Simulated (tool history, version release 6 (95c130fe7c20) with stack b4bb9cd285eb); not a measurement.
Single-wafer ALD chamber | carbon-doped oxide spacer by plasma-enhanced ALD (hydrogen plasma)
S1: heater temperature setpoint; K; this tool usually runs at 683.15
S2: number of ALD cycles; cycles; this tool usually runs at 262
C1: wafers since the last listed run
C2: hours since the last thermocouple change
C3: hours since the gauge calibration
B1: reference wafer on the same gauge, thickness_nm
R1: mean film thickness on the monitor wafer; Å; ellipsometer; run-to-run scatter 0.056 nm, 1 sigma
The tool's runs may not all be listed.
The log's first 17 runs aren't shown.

At day 42.688: thermocouple changed; heater temperature recalibrated.
Run 18, day 44.271: usual settings but S2 290 cycles; C1 70; C2 38; C3 130.4; B1 10.813. Result: R1 149.58 Å.
Run 19, day 45.625: usual settings; C1 46; C2 70.5; C3 162.9; B1 10.797. Result: R1 134.92 Å.
Run 20, day 47.262: usual settings but S1 694.15 K, S2 219 cycles; C1 56; C2 109.8; C3 202.2; B1 10.787. Result: R1 108.16 Å.
Run 21, day 48.9: usual settings but S1 687.15 K, S2 306 cycles; C1 56; C2 149.1; C3 241.5; B1 10.802. Result: R1 153.79 Å.
Run 22, day 49.921: usual settings but S1 674.15 K, S2 279 cycles; C1 34; C2 173.6; C3 266; B1 10.791. Result: R1 143.8 Å.
Run 23, day 52.071: usual settings but S2 290 cycles; C1 73; C2 225.2; C3 317.6; B1 10.772. Result: R1 148.35 Å.
At day 53.567: thermocouple changed; heater temperature recalibrated, repeated, since the last time left the tool worse.
Run 24, day 53.908: usual settings but S1 672.15 K, S2 301 cycles; C1 51; C2 8.2; C3 361.7; B1 10.792. Result: R1 157.16 Å.
Run 25, day 55.979: usual settings but S1 697.15 K; C1 70; C2 57.9; C3 411.4; B1 10.791. Result: R1 124.64 Å.
Run 26, day 58.396: usual settings but S1 672.15 K, S2 301 cycles; C1 82; C2 115.9; C3 469.4; B1 10.794. Result: R1 156.4 Å.
Run 27, day 60.079: usual settings but S1 678.15 K, S2 300 cycles; C1 57; C2 156.3; C3 509.8; B1 10.816. Result: R1 152.99 Å.
Run 28, day 62.217: usual settings but S1 679.15 K, S2 311 cycles; C1 73; C2 207.6; C3 561.1; B1 10.802. Result: R1 156.4 Å.
Run 29, day 63.421: usual settings but S2 310 cycles; C1 41; C2 236.5; C3 590; B1 10.789. Result: R1 154.49 Å.
Run 30, day 65.833: usual settings but S2 223 cycles; C1 82; C2 294.4; C3 647.9; B1 10.798. Result: R1 111.78 Å.
Run 31, day 67.588: usual settings but S1 688.15 K, S2 210 cycles; C1 60; C2 336.5; C3 690; B1 10.81. Result: R1 102.33 Å.
Run 32, day 68.988: usual settings but S1 687.15 K; C1 47; C2 370.1; C3 723.6; B1 10.829. Result: R1 128.99 Å.
Run 33, day 70.067: usual settings but S1 674.15 K, S2 287 cycles; C1 36; C2 396; C3 749.5; B1 10.817. Result: R1 147.8 Å.
Run 34, day 71.142: usual settings; C1 36; C2 421.8; C3 775.3; B1 10.78. Result: R1 130.82 Å.
Run 35, day 73.817: usual settings but S1 693.15 K, S2 238 cycles; C1 91; C2 486; C3 839.5; B1 10.819. Result: R1 113.8 Å.
Run 36, day 76.271: usual settings but S1 689.15 K; C1 84; C2 544.9; C3 898.4; B1 10.802. Result: R1 125.77 Å.

4 options for the next run, each taken on its own from the tool as it stands now. Forecast them:
Run A, day 76.304: usual settings but S2 284 cycles; C1 1; C2 545.7; C3 899.2; B1 ?. Result: R1 ?.
Run B, day 76.304: usual settings but S1 676.15 K; C1 1; C2 545.7; C3 899.2; B1 ?. Result: R1 ?.
Run C, day 76.304: usual settings but S1 675.15 K, S2 302 cycles; C1 1; C2 545.7; C3 899.2; B1 ?. Result: R1 ?.
Run D, day 76.304: usual settings but S2 216 cycles; C1 1; C2 545.7; C3 899.2; B1 ?. Result: R1 ?.

run      B1      R1
  A  10.792  141.18
  B  10.792  133.49
  C  10.792  154.41
  D  10.792  107.38
With no hidden state in the tool, these same runs would have given:
run      R1
  A  142.69
  B  134.89
  C  156.02
  D  108.53
